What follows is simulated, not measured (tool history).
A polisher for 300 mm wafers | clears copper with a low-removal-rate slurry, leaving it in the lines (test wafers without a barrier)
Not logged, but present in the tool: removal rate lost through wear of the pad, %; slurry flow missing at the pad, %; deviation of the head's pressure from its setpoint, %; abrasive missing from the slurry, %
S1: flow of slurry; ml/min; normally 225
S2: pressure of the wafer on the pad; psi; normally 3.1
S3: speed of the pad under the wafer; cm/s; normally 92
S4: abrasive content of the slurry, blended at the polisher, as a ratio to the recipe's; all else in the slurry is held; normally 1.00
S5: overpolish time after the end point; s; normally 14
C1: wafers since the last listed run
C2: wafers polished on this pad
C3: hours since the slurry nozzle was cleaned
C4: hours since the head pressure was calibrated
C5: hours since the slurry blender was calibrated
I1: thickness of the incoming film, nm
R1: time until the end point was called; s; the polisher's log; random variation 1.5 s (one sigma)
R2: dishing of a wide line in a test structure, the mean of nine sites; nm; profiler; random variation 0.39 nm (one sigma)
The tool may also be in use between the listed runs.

run,hour,S1,S2,S3,S4,S5,C1,C2,C3,C4,C5,I1,R1,R2
1,0.0,225,3.1,86,1.00,14,0,589,281.2,508.3,424.6,341.4,160.6,21.9
2,12.0,225,3.1,86,1.00,14,124,714,293.2,520.3,436.6,341.9,159.8,21.9
# hour 40.1: worn pad replaced by a new one
3,43.2,225,3.4,68,1.00,14,283,31,324.4,551.5,467.8,335.9,166.0,20.9
4,56.2,225,3.4,68,1.00,14,135,167,337.4,564.5,480.8,331.2,166.4,20.3
5,63.1,225,3.1,92,1.00,14,71,239,344.3,571.4,487.7,337.4,146.8,22.8
6,78.8,225,3.1,92,1.00,14,163,402,360.0,587.1,503.4,336.5,148.5,22.7
# hour 91.4: slurry nozzle cleaned
# hour 95.8: slurry blender recalibrated
7,96.3,225,3.1,92,1.00,14,151,553,4.9,604.6,0.5,338.4,132.4,26.5
8,109.1,225,3.1,92,1.00,14,133,687,17.7,617.4,13.3,338.2,135.2,26.4
9,120.8,225,3.1,68,1.00,14,121,808,29.4,629.1,25.0,334.1,164.6,21.3
# hour 135.0: worn pad replaced by a new one
10,138.2,285,3.1,92,1.00,14,139,33,46.8,646.5,42.4,331.0,125.6,26.2
11,145.7,225,3.1,92,1.00,14,78,111,54.3,654.0,49.9,337.0,134.7,25.8
12,157.1,225,3.1,70,1.00,14,118,230,65.7,665.4,61.3,329.3,161.7,21.1
# hour 161.5: head pressure recalibrated
13,166.3,225,3.1,92,1.00,14,74,305,74.9,4.8,70.5,333.9,134.9,25.0
14,176.4,170,3.1,92,1.00,14,105,410,85.0,14.9,80.6,341.1,139.0,24.5
15,185.8,225,3.1,92,1.25,14,97,508,94.4,24.3,90.0,332.1,125.0,26.0
16,198.7,225,3.1,92,1.00,14,134,642,107.3,37.2,102.9,332.3,136.7,25.0
17,205.0,300,3.1,82,1.00,14,65,708,113.6,43.5,109.2,330.0,144.6,23.3
# hour 212.9: worn pad replaced by a new one
18,213.4,250,3.1,68,1.20,14,45,5,122.0,51.9,117.6,338.0,164.2,21.1
19,228.0,295,2.2,108,1.00,16,152,157,136.6,66.5,132.2,331.7,167.5,22.4

3 options for the next run, each taken on its own from the tool as it stands now. Forecast them:
A,228.5,225,3.1,112,1.00,14,5,162,137.1,67.0,132.7,330.9,?,?
B,228.5,225,3.1,124,1.30,14,5,162,137.1,67.0,132.7,330.9,?,?
C,228.5,280,3.1,92,1.00,14,5,162,137.1,67.0,132.7,330.9,?,?

run,R1,R2
A,117.6,28.7
B,100.8,32.9
C,135.3,25.4
Without the tool's unlogged condition, the same runs would have read:
run,R1,R2
A,108.6,30.8
B,92.8,35.3
C,124.9,27.2
